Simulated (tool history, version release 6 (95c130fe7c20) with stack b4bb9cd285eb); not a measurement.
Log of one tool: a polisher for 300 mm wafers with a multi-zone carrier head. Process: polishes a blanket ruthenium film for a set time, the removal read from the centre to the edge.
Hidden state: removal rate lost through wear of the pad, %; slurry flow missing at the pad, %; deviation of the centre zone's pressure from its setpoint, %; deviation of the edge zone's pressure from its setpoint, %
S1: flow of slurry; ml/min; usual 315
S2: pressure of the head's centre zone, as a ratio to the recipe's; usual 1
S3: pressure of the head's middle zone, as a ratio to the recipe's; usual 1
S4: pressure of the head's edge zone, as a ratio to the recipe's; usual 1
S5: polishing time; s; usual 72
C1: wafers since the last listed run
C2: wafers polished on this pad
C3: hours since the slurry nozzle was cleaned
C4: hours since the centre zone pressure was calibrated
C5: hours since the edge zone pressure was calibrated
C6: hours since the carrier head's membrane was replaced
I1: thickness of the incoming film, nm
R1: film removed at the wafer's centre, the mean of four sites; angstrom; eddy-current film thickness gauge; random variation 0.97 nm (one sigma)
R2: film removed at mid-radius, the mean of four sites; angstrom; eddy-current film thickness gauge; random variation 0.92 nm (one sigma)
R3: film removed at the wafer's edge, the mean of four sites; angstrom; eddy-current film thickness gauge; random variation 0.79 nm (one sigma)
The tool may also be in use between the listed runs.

run,day,S1,S2,S3,S4,S5,C1,C2,C3,C4,C5,C6,I1,R1,R2,R3
1,0,315,1,1,0.97,78,0,1777,231.2,659.2,1180.4,1507,487.3,863,924,877
# day 0.271: worn pad replaced by a new one
2,1.679,315,1,1,1,72,247,230,271.5,699.5,1220.7,1547.3,483.9,778,836,830
# day 2.308: slurry nozzle cleaned
3,4.221,315,1,1.07,1,72,409,639,45.9,760.5,1281.7,1608.3,490.5,786,898,830
4,7.892,315,1,1.07,1,72,600,1239,134,848.6,1369.8,1696.4,490.2,771,887,843
# day 8.288: edge zone pressure recalibrated
5,9.271,315,1,1,1,72,212,1451,167.1,881.7,23.6,1729.5,492.1,773,821,825
6,11.608,315,1,1,1,63,382,1834,223.2,937.8,79.7,1785.6,491.1,679,738,730
# day 12.612: worn pad replaced by a new one
7,12.729,315,1,1,1,72,156,18,250.1,964.7,106.6,1812.5,493,798,850,830
# day 14.512: carrier head's membrane replaced by a new one
# day 14.675: slurry nozzle cleaned
8,14.992,315,1,1,1,72,329,348,7.6,1019,160.9,11.5,496.8,778,845,826
9,16.125,315,0.93,1,1,62,185,533,34.8,1046.2,188.1,38.7,484.8,642,729,715
10,18.692,315,1,1,1,72,419,953,96.4,1107.8,249.7,100.3,488.3,795,843,830
# day 20.192: centre zone pressure recalibrated
11,20.271,315,1,1,1,72,244,1198,134.3,1.9,287.6,138.2,490.4,910,838,830
12,23.108,315,1,1,1,72,464,1662,202.4,70,355.7,206.3,484.5,895,849,829
# day 24.088: worn pad replaced by a new one
13,24.867,315,1,1,1,72,260,127,244.6,112.2,397.9,248.5,499.7,913,835,831
# day 26.396: slurry nozzle cleaned
14,27.054,315,1.09,1,1,72,351,478,15.8,164.7,450.4,301,496.8,943,836,830
# day 31.346: centre zone pressure recalibrated, repeated, since the last time left the tool worse
15,32.742,315,1.03,1,1,53,916,1395,152.3,33.5,586.9,437.5,492.3,621,622,600
16,34.133,315,1,1.05,1,72,227,1623,185.7,66.9,620.3,470.9,483.6,821,867,818
17,35.288,375,1,1,1,72,188,1812,213.4,94.6,648,498.6,491.1,837,850,857
18,37.142,315,1.07,1.06,1.07,87,303,2115,257.9,139.1,692.5,543.1,495.9,1025,1050,1039
# day 37.408: worn pad replaced by a new one
# day 38.158: slurry nozzle cleaned
19,38.346,400,1.07,0.96,1.06,72,162,146,4.5,168,721.4,572,487.2,861,840,862
20,39.975,315,1,1,1,62,266,413,43.6,207.1,760.5,611.1,496,681,719,719
21,41.796,315,0.95,1,1.07,49,297,711,87.3,250.8,804.2,654.8,495.1,527,573,591

5 ways to go on from here, each from the tool as it stands after run 21. What would each give?
A,41.812,315,1,1,1,72,2,713,87.7,251.2,804.6,655.2,491.7,?,?,?
B,41.812,315,1,1,1.11,72,2,713,87.7,251.2,804.6,655.2,491.7,?,?,?
C,41.812,385,1.09,1,0.93,72,2,713,87.7,251.2,804.6,655.2,491.7,?,?,?
D,41.812,315,1,0.92,1.05,86,2,713,87.7,251.2,804.6,655.2,491.7,?,?,?
E,41.812,315,0.93,0.89,1,95,2,713,87.7,251.2,804.6,655.2,491.7,?,?,?

run,R1,R2,R3
A,800,850,845
B,800,850,890
C,865,865,828
D,955,951,1035
E,1005,1025,1116
Without the tool's hidden state the same runs would have given:
run,R1,R2,R3
A,828,850,845
B,828,850,890
C,896,865,828
D,988,951,1035
E,1041,1025,1116
